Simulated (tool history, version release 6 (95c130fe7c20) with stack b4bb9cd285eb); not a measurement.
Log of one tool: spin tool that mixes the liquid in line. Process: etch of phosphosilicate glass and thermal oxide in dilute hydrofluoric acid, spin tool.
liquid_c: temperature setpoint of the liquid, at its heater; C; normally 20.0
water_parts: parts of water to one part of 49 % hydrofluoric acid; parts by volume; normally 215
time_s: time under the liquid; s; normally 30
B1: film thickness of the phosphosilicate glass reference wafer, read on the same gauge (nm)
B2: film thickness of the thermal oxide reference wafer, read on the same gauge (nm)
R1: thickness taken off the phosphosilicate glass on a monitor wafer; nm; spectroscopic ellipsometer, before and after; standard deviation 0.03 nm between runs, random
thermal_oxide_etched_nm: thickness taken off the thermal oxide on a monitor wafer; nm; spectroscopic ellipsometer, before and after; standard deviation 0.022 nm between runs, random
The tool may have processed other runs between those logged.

{"run": 1, "hour": 0.0, "liquid_c": 17.0, "water_parts": 215, "time_s": 35, "B1": 39.93, "B2": 150.005, "R1": 7.86, "thermal_oxide_etched_nm": 0.583}
{"run": 2, "hour": 30.5, "liquid_c": 20.0, "water_parts": 215, "time_s": 30, "B1": 40.0, "B2": 149.976, "R1": 7.62, "thermal_oxide_etched_nm": 0.56}
{"run": 3, "hour": 46.3, "liquid_c": 20.0, "water_parts": 215, "time_s": 30, "B1": 40.06, "B2": 150.003, "R1": 7.61, "thermal_oxide_etched_nm": 0.542}
{"run": 4, "hour": 58.8, "liquid_c": 17.5, "water_parts": 215, "time_s": 30, "B1": 40.02, "B2": 150.002, "R1": 6.98, "thermal_oxide_etched_nm": 0.513}
{"run": 5, "hour": 87.8, "liquid_c": 18.0, "water_parts": 215, "time_s": 30, "B1": 40.01, "B2": 150.004, "R1": 7.14, "thermal_oxide_etched_nm": 0.516}
{"run": 6, "hour": 121.4, "liquid_c": 18.0, "water_parts": 215, "time_s": 30, "B1": 40.03, "B2": 150.017, "R1": 7.14, "thermal_oxide_etched_nm": 0.533}
{"run": 7, "hour": 133.5, "liquid_c": 18.0, "water_parts": 215, "time_s": 30, "B1": 39.99, "B2": 150.0, "R1": 7.17, "thermal_oxide_etched_nm": 0.573}
{"run": 8, "hour": 168.5, "liquid_c": 20.0, "water_parts": 215, "time_s": 30, "B1": 40.0, "B2": 149.996, "R1": 7.86, "thermal_oxide_etched_nm": 0.571}
{"run": 9, "hour": 200.8, "liquid_c": 20.0, "water_parts": 215, "time_s": 30, "B1": 39.98, "B2": 150.03, "R1": 7.84, "thermal_oxide_etched_nm": 0.588}
{"run": 10, "hour": 226.8, "liquid_c": 20.0, "water_parts": 215, "time_s": 30, "B1": 39.97, "B2": 150.004, "R1": 7.89, "thermal_oxide_etched_nm": 0.56}
{"run": 11, "hour": 246.0, "liquid_c": 20.0, "water_parts": 215, "time_s": 30, "B1": 40.0, "B2": 149.998, "R1": 7.24, "thermal_oxide_etched_nm": 0.568}
{"run": 12, "hour": 259.6, "liquid_c": 20.0, "water_parts": 215, "time_s": 30, "B1": 39.96, "B2": 149.986, "R1": 7.26, "thermal_oxide_etched_nm": 0.547}
{"run": 13, "hour": 280.1, "liquid_c": 23.5, "water_parts": 295, "time_s": 45, "B1": 39.98, "B2": 150.009, "R1": 8.41, "thermal_oxide_etched_nm": 0.57}
{"run": 14, "hour": 314.7, "liquid_c": 18.5, "water_parts": 215, "time_s": 30, "B1": 40.01, "B2": 150.025, "R1": 6.88, "thermal_oxide_etched_nm": 0.524}
{"run": 15, "hour": 339.3, "liquid_c": 20.0, "water_parts": 120, "time_s": 40, "B1": 40.01, "B2": 149.997, "R1": 19.47, "thermal_oxide_etched_nm": 1.437}
{"run": 16, "hour": 352.4, "liquid_c": 20.0, "water_parts": 275, "time_s": 40, "B1": 40.01, "B2": 149.998, "R1": 7.22, "thermal_oxide_etched_nm": 0.529}
{"run": 17, "hour": 375.7, "liquid_c": 20.0, "water_parts": 215, "time_s": 30, "B1": 40.06, "B2": 150.034, "R1": 7.4, "thermal_oxide_etched_nm": 0.574}
{"run": 18, "hour": 411.0, "liquid_c": 20.0, "water_parts": 215, "time_s": 40, "B1": 40.02, "B2": 150.018, "R1": 9.08, "thermal_oxide_etched_nm": 0.623}
{"run": 19, "hour": 438.0, "liquid_c": 20.0, "water_parts": 215, "time_s": 30, "B1": 40.01, "B2": 150.005, "R1": 6.81, "thermal_oxide_etched_nm": 0.494}
{"run": 20, "hour": 468.1, "liquid_c": 18.0, "water_parts": 215, "time_s": 20, "B1": 40.02, "B2": 150.009, "R1": 4.24, "thermal_oxide_etched_nm": 0.301}
{"run": 21, "hour": 495.3, "liquid_c": 20.0, "water_parts": 215, "time_s": 30, "B1": 39.93, "B2": 149.983, "R1": 6.9, "thermal_oxide_etched_nm": 0.516}
{"run": 22, "hour": 529.3, "liquid_c": 20.0, "water_parts": 290, "time_s": 30, "B1": 39.99, "B2": 150.009, "R1": 4.77, "thermal_oxide_etched_nm": 0.36}

Not shown: 3 entries that the log had between the listed runs. Between which runs, and how does the tool's hidden state differ before and after?
From run 8 to run 9: gauge calibrated (hour 180.9)
  liquid hotter than its thermometer reads (K): 1.88 -> 1.98; hydrofluoric acid flow above the setpoint (%): 7.52 -> 7.67
  measured less the result without the state, R1: +1.16 -> +1.19 nm; thermal_oxide_etched_nm: +0.084 -> +0.089 nm
From run 10 to run 11: hydrofluoric acid flow meter replaced (hour 232.2)
  liquid hotter than its thermometer reads (K): 2.06 -> 2.12; hydrofluoric acid flow above the setpoint (%): 7.79 -> 0.386
  measured less the result without the state, R1: +1.23 -> +0.59 nm; thermal_oxide_etched_nm: +0.087 -> +0.046 nm
From run 17 to run 18: thermometer replaced (hour 395.1)
  liquid hotter than its thermometer reads (K): 2.52 -> 0.198; hydrofluoric acid flow above the setpoint (%): 0.998 -> 1.16
  measured less the result without the state, R1: +0.75 -> +0.19 nm; thermal_oxide_etched_nm: +0.059 -> +0.013 nm
